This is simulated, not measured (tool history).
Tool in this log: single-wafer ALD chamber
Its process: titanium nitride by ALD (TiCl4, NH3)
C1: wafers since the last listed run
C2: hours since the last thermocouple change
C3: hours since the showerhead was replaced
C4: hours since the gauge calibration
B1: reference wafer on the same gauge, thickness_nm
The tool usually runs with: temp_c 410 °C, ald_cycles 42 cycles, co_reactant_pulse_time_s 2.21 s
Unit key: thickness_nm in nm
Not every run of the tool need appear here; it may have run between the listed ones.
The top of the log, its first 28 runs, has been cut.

Run 29, hour 2196.7: usual settings; C1 293; C2 1237.1; C3 1233.7; C4 2433.2; B1 0.849. Result: thickness_nm 1.012 nm.
Run 30, hour 2258.6: usual settings; C1 351; C2 1299.0; C3 1295.6; C4 2495.1; B1 0.850. Result: thickness_nm 1.012 nm.
At hour 2351.7: gauge calibrated.
Run 31, hour 2360.3: usual settings but temp_c 397 °C, co_reactant_pulse_time_s 1.66 s; C1 577; C2 1400.7; C3 1397.3; C4 8.6; B1 0.836. Result: thickness_nm 0.976 nm.
Run 32, hour 2416.7: usual settings but ald_cycles 46 cycles, co_reactant_pulse_time_s 2.51 s; C1 320; C2 1457.1; C3 1453.7; C4 65.0; B1 0.836. Result: thickness_nm 1.091 nm.
Run 33, hour 2481.6: usual settings but temp_c 416 °C; C1 368; C2 1522.0; C3 1518.6; C4 129.9; B1 0.837. Result: thickness_nm 0.999 nm.
Run 34, hour 2586.6: usual settings; C1 596; C2 1627.0; C3 1623.6; C4 234.9; B1 0.837. Result: thickness_nm 0.995 nm.
Run 35, hour 2666.1: usual settings but temp_c 416 °C, ald_cycles 48 cycles; C1 451; C2 1706.5; C3 1703.1; C4 314.4; B1 0.837. Result: thickness_nm 1.139 nm.
Run 36, hour 2747.6: usual settings; C1 462; C2 1788.0; C3 1784.6; C4 395.9; B1 0.838. Result: thickness_nm 0.995 nm.
Run 37, hour 2848.9: usual settings but temp_c 403 °C, co_reactant_pulse_time_s 2.69 s; C1 575; C2 1889.3; C3 1885.9; C4 497.2; B1 0.838. Result: thickness_nm 1.003 nm.
Run 38, hour 2891.4: usual settings but temp_c 402 °C, ald_cycles 34 cycles; C1 241; C2 1931.8; C3 1928.4; C4 539.7; B1 0.839. Result: thickness_nm 0.807 nm.
Run 39, hour 2983.8: usual settings but ald_cycles 35 cycles, co_reactant_pulse_time_s 1.93 s; C1 524; C2 2024.2; C3 2020.8; C4 632.1; B1 0.839. Result: thickness_nm 0.830 nm.
Run 40, hour 3058.0: usual settings but temp_c 401 °C, co_reactant_pulse_time_s 2.61 s; C1 421; C2 2098.4; C3 2095.0; C4 706.3; B1 0.839. Result: thickness_nm 1.005 nm.

Predict each of these 3 candidate next runs independently; none follows another, all start after run 40:
Run A, hour 3058.5: usual settings; C1 2; C2 2098.9; C3 2095.5; C4 706.8; B1 ?. Result: thickness_nm ?.
Run B, hour 3058.5: usual settings but temp_c 405 °C, ald_cycles 46 cycles, co_reactant_pulse_time_s 2.82 s; C1 2; C2 2098.9; C3 2095.5; C4 706.8; B1 ?. Result: thickness_nm ?.
Run C, hour 3058.5: usual settings but temp_c 420 °C; C1 2; C2 2098.9; C3 2095.5; C4 706.8; B1 ?. Result: thickness_nm ?.

run     B1  thickness_nm
  A  0.840         1.000
  B  0.840         1.104
  C  0.840         1.003
Without the tool's hidden state the same runs would have given:
run  thickness_nm
  A         0.994
  B         1.097
  C         0.997

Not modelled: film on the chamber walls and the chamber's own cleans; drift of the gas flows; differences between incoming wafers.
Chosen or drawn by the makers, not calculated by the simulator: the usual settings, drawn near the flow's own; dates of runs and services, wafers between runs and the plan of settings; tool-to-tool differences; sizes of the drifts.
